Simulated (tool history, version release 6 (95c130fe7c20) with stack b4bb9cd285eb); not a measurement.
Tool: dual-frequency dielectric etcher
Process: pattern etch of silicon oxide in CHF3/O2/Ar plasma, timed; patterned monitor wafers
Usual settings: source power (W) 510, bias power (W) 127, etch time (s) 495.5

| run | hour | source power (W) | bias power (W) | etch time (s) | read-back reference wafer on the same gauge, depth_nm | mean etch depth across the wafer (nm) |
|---|---|---|---|---|---|---|
| 1 | 0.0 | 580 | 148 | 495.5 | 816.4 | 923.2 |
|  | 9.5 | wet clean of the chamber |
| 2 | 14.8 | 580 | 148 | 495.5 | 818.3 | 879.7 |
| 3 | 106.1 | 510 | 127 | 454.5 | 814.5 | 724.0 |
| 4 | 118.8 | 510 | 127 | 454.5 | 819.5 | 723.8 |
| 5 | 132.8 | 510 | 127 | 495.5 | 817.5 | 798.2 |
| 6 | 159.7 | 510 | 127 | 495.5 | 818.1 | 799.0 |
| 7 | 180.3 | 510 | 127 | 611.0 | 819.0 | 982.3 |
| 8 | 203.2 | 510 | 127 | 611.0 | 816.0 | 982.9 |
| 9 | 234.6 | 510 | 127 | 608.0 | 815.7 | 972.7 |
| 10 | 263.9 | 510 | 127 | 608.0 | 817.6 | 984.0 |
| 11 | 281.2 | 510 | 127 | 608.0 | 818.8 | 972.9 |
| 12 | 307.1 | 510 | 127 | 570.5 | 819.9 | 933.1 |
| 13 | 336.7 | 510 | 127 | 570.5 | 819.8 | 930.1 |
| 14 | 349.8 | 510 | 127 | 495.5 | 820.4 | 806.4 |
|  | 379.1 | upper electrode replaced, of another model than before |
| 15 | 379.6 | 450 | 147 | 376.0 | 820.2 | 560.9 |
| 16 | 381.6 | 630 | 96 | 495.5 | 816.5 | 896.6 |
| 17 | 400.4 | 550 | 127 | 605.5 | 818.5 | 1053.6 |
| 18 | 422.8 | 410 | 113 | 383.5 | 816.5 | 478.0 |
| 19 | 441.8 | 510 | 127 | 400.0 | 820.9 | 647.1 |
|  | 460.6 | source power generator calibrated |
|  | 473.2 | gauge calibrated |
|  | 489.1 | wet clean of the chamber |
|  | 491.6 | bias power generator calibrated |
| 20 | 492.1 | 510 | 112 | 495.5 | 819.5 | 762.7 |
| 21 | 498.0 | 510 | 127 | 495.5 | 817.3 | 789.7 |
| 22 | 530.3 | 510 | 127 | 617.0 | 818.9 | 983.2 |
| 23 | 553.2 | 510 | 127 | 495.5 | 820.2 | 782.5 |
| 24 | 571.3 | 510 | 127 | 495.5 | 817.4 | 781.9 |
| 25 | 600.4 | 510 | 97 | 355.0 | 818.0 | 537.1 |
| 26 | 625.6 | 560 | 127 | 495.5 | 815.8 | 858.0 |
| 27 | 647.8 | 460 | 100 | 563.5 | 819.0 | 778.8 |
| 28 | 670.3 | 510 | 127 | 495.5 | 817.4 | 799.7 |
| 29 | 705.5 | 410 | 113 | 383.5 | 818.9 | 477.2 |

Forecast each of these 4 alternatives for the next run:
| A | 706.1 | 510 | 127 | 495.5 | ? | ? |
| B | 706.1 | 560 | 141 | 589.5 | ? | ? |
| C | 706.1 | 570 | 152 | 347.5 | ? | ? |
| D | 706.1 | 580 | 107 | 436.0 | ? | ? |

| run | read-back reference wafer on the same gauge, depth_nm | mean etch depth across the wafer (nm) |
|---|---|---|
| A | 818.6 | 795.9 |
| B | 818.6 | 1052.9 |
| C | 818.6 | 641.8 |
| D | 818.6 | 749.8 |
Without the tool's hidden state the same runs would have given:
| run | mean etch depth across the wafer (nm) |
|---|---|
| A | 781.8 |
| B | 1034.2 |
| C | 630.4 |
| D | 736.5 |

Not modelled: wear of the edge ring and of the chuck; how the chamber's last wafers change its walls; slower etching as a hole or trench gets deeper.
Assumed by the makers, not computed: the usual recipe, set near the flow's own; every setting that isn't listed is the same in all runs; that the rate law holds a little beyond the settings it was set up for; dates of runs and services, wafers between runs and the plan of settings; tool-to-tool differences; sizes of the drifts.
